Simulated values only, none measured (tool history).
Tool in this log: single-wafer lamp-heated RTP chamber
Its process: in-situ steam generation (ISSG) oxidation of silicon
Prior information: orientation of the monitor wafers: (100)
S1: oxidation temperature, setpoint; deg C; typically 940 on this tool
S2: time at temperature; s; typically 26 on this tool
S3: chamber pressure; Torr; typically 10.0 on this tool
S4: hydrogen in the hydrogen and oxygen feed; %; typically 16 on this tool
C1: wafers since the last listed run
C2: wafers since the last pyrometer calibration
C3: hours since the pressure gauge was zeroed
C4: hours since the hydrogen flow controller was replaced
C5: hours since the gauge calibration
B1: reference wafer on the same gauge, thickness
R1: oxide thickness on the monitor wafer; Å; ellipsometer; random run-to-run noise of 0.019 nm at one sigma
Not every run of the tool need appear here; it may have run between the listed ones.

{"run": 1, "day": 0.0, "S1": 940, "S2": 26, "S3": 10.0, "S4": 16, "C1": 0, "C2": 6263, "C3": 2131.8, "C4": 7040.0, "C5": 293.6, "B1": 4.923, "R1": 44.86}
{"run": 2, "day": 1.033, "S1": 940, "S2": 26, "S3": 10.0, "S4": 16, "C1": 302, "C2": 6565, "C3": 2156.6, "C4": 7064.8, "C5": 318.4, "B1": 4.923, "R1": 45.42}
{"run": 3, "day": 2.383, "S1": 940, "S2": 26, "S3": 10.0, "S4": 14, "C1": 395, "C2": 6960, "C3": 2189.0, "C4": 7097.2, "C5": 350.8, "B1": 4.919, "R1": 44.01}
{"run": 4, "day": 2.921, "S1": 940, "S2": 26, "S3": 10.0, "S4": 14, "C1": 157, "C2": 7118, "C3": 2201.9, "C4": 7110.1, "C5": 363.7, "B1": 4.91, "R1": 44.16}
{"day": 3.633, "done": "gauge calibrated"}
{"run": 5, "day": 4.138, "S1": 940, "S2": 26, "S3": 10.0, "S4": 14, "C1": 356, "C2": 7474, "C3": 2231.1, "C4": 7139.3, "C5": 12.1, "B1": 4.957, "R1": 44.56}
{"run": 6, "day": 5.404, "S1": 940, "S2": 26, "S3": 10.0, "S4": 22, "C1": 370, "C2": 7844, "C3": 2261.5, "C4": 7169.7, "C5": 42.5, "B1": 4.953, "R1": 48.67}
{"run": 7, "day": 6.229, "S1": 940, "S2": 26, "S3": 10.0, "S4": 22, "C1": 241, "C2": 8086, "C3": 2281.3, "C4": 7189.5, "C5": 62.3, "B1": 4.954, "R1": 48.47}
{"run": 8, "day": 7.042, "S1": 940, "S2": 26, "S3": 10.0, "S4": 22, "C1": 237, "C2": 8324, "C3": 2300.8, "C4": 7209.0, "C5": 81.8, "B1": 4.949, "R1": 48.2}
{"run": 9, "day": 8.021, "S1": 930, "S2": 26, "S3": 10.0, "S4": 16, "C1": 286, "C2": 8610, "C3": 2324.3, "C4": 7232.5, "C5": 105.3, "B1": 4.944, "R1": 44.27}
{"day": 9.908, "done": "pressure gauge zeroed"}
{"run": 10, "day": 10.354, "S1": 940, "S2": 33, "S3": 10.0, "S4": 16, "C1": 585, "C2": 9196, "C3": 10.7, "C4": 7288.5, "C5": 161.3, "B1": 4.936, "R1": 50.48}
{"run": 11, "day": 11.629, "S1": 940, "S2": 26, "S3": 10.0, "S4": 14, "C1": 373, "C2": 9569, "C3": 41.3, "C4": 7319.1, "C5": 191.9, "B1": 4.928, "R1": 43.84}
{"day": 12.379, "done": "pyrometer window cleaned and pyrometer calibrated"}
{"run": 12, "day": 15.008, "S1": 952, "S2": 33, "S3": 10.2, "S4": 11, "C1": 891, "C2": 769, "C3": 122.4, "C4": 7400.2, "C5": 273.0, "B1": 4.907, "R1": 48.67}
{"run": 13, "day": 16.288, "S1": 940, "S2": 26, "S3": 10.2, "S4": 16, "C1": 374, "C2": 1143, "C3": 153.1, "C4": 7430.9, "C5": 303.7, "B1": 4.908, "R1": 45.05}

Run 14, settings as shown, results not yet in. Your forecast:
{"day": 16.821, "done": "gauge calibrated"}
{"run": 14, "day": 16.95, "S1": 956, "S2": 30, "S3": 10.0, "S4": 16, "C1": 193, "C2": 1337, "C3": 169.0, "C4": 7446.8, "C5": 3.1, "B1": "?", "R1": "?"}

B1: 4.978
R1: 51.30 Å
The same run, on a tool lacking any hidden state, would have yielded R1 51.31 Å.
